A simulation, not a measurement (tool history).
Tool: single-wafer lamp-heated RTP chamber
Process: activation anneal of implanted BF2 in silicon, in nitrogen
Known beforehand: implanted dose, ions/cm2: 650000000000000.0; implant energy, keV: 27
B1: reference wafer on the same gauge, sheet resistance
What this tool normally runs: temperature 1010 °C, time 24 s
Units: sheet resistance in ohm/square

{"run": 1, "hour": 0.0, "temperature": 1010, "time": 31, "B1": 239.12, "sheet resistance": 210.39}
{"run": 2, "hour": 30.5, "temperature": 1010, "time": 31, "B1": 239.13, "sheet resistance": 214.27}
{"run": 3, "hour": 46.0, "temperature": 1010, "time": 24, "B1": 238.77, "sheet resistance": 216.17}
{"run": 4, "hour": 76.3, "temperature": 1010, "time": 24, "B1": 238.99, "sheet resistance": 215.79}
{"run": 5, "hour": 99.4, "temperature": 1010, "time": 24, "B1": 239.31, "sheet resistance": 216.72}
{"run": 6, "hour": 123.8, "temperature": 1010, "time": 24, "B1": 238.68, "sheet resistance": 215.37}
{"run": 7, "hour": 142.4, "temperature": 1010, "time": 24, "B1": 239.06, "sheet resistance": 214.55}
{"run": 8, "hour": 176.3, "temperature": 1010, "time": 24, "B1": 238.69, "sheet resistance": 215.36}
{"run": 9, "hour": 205.0, "temperature": 1010, "time": 24, "B1": 239.06, "sheet resistance": 215.55}
{"run": 10, "hour": 228.6, "temperature": 1010, "time": 24, "B1": 238.76, "sheet resistance": 215.31}
{"run": 11, "hour": 248.4, "temperature": 991, "time": 19, "B1": 238.87, "sheet resistance": 226.03}
{"run": 12, "hour": 268.4, "temperature": 1010, "time": 24, "B1": 238.83, "sheet resistance": 213.44}
{"run": 13, "hour": 285.9, "temperature": 1010, "time": 24, "B1": 239.21, "sheet resistance": 214.65}
{"run": 14, "hour": 300.4, "temperature": 1022, "time": 20, "B1": 239.16, "sheet resistance": 212.19}
{"run": 15, "hour": 348.1, "temperature": 1024, "time": 38, "B1": 239.32, "sheet resistance": 206.44}
{"run": 16, "hour": 381.5, "temperature": 1010, "time": 24, "B1": 239.02, "sheet resistance": 214.42}
{"run": 17, "hour": 411.1, "temperature": 990, "time": 13, "B1": 238.93, "sheet resistance": 228.02}
{"run": 18, "hour": 446.7, "temperature": 1010, "time": 31, "B1": 238.96, "sheet resistance": 210.96}
{"run": 19, "hour": 470.6, "temperature": 992, "time": 38, "B1": 239.12, "sheet resistance": 217.63}
{"run": 20, "hour": 490.0, "temperature": 1010, "time": 12, "B1": 239.21, "sheet resistance": 219.09}
{"run": 21, "hour": 511.6, "temperature": 1024, "time": 31, "B1": 239.43, "sheet resistance": 206.78}
{"run": 22, "hour": 530.5, "temperature": 1010, "time": 24, "B1": 238.75, "sheet resistance": 213.99}
{"run": 23, "hour": 559.2, "temperature": 998, "time": 20, "B1": 239.08, "sheet resistance": 224.42}
{"run": 24, "hour": 573.1, "temperature": 996, "time": 17, "B1": 238.98, "sheet resistance": 227.64}
{"run": 25, "hour": 592.6, "temperature": 981, "time": 10, "B1": 239.07, "sheet resistance": 243.27}
{"run": 26, "hour": 617.6, "temperature": 1010, "time": 24, "B1": 238.92, "sheet resistance": 215.89}
{"run": 27, "hour": 634.7, "temperature": 1010, "time": 24, "B1": 238.84, "sheet resistance": 217.54}
{"run": 28, "hour": 664.7, "temperature": 997, "time": 18, "B1": 238.58, "sheet resistance": 225.31}
{"run": 29, "hour": 686.8, "temperature": 1010, "time": 24, "B1": 239.08, "sheet resistance": 216.46}
{"run": 30, "hour": 711.6, "temperature": 981, "time": 18, "B1": 239.03, "sheet resistance": 234.41}
{"run": 31, "hour": 737.9, "temperature": 984, "time": 14, "B1": 239.14, "sheet resistance": 234.63}
{"run": 32, "hour": 769.3, "temperature": 1037, "time": 24, "B1": 239.1, "sheet resistance": 206.47}
{"run": 33, "hour": 798.8, "temperature": 982, "time": 24, "B1": 238.54, "sheet resistance": 230.5}
{"run": 34, "hour": 822.1, "temperature": 1018, "time": 30, "B1": 238.93, "sheet resistance": 210.73}
{"run": 35, "hour": 847.9, "temperature": 1010, "time": 24, "B1": 239.03, "sheet resistance": 215.96}
{"run": 36, "hour": 881.3, "temperature": 993, "time": 34, "B1": 239.19, "sheet resistance": 219.8}
{"run": 37, "hour": 900.4, "temperature": 1010, "time": 19, "B1": 239.08, "sheet resistance": 217.96}
{"run": 38, "hour": 918.3, "temperature": 1040, "time": 19, "B1": 238.83, "sheet resistance": 206.83}

Not shown here: 4 entries made in the log between runs. Locate each between two listed runs and compare the hidden state at the listed run before it with the hidden state at the listed run after it:
Runs 1 to 2: reflector plate cleaned (hour 30.0)
  wafer temperature error from the tarnished reflector plate, K: 8.81 -> 1.67
  difference, measured minus the result without the unlogged condition, sheet resistance: -3.40 -> -0.71 ohm/square
Runs 7 to 8: pyrometer window cleaned and pyrometer calibrated (hour 174.9)
  wafer temperature error from the tarnished reflector plate, K: 3.33 -> 3.83
  difference, measured minus the result without the unlogged condition, sheet resistance: -1.40 -> -1.61 ohm/square
Runs 15 to 16: gauge calibrated (hour 359.8)
  wafer temperature error from the tarnished reflector plate, K: 6.37 -> 6.87
  difference, measured minus the result without the unlogged condition, sheet resistance: -1.78 -> -2.80 ohm/square
Runs 22 to 23: reflector plate cleaned (hour 550.2)
  wafer temperature error from the tarnished reflector plate, K: 9.07 -> 0.414
  difference, measured minus the result without the unlogged condition, sheet resistance: -3.62 -> -0.24 ohm/square

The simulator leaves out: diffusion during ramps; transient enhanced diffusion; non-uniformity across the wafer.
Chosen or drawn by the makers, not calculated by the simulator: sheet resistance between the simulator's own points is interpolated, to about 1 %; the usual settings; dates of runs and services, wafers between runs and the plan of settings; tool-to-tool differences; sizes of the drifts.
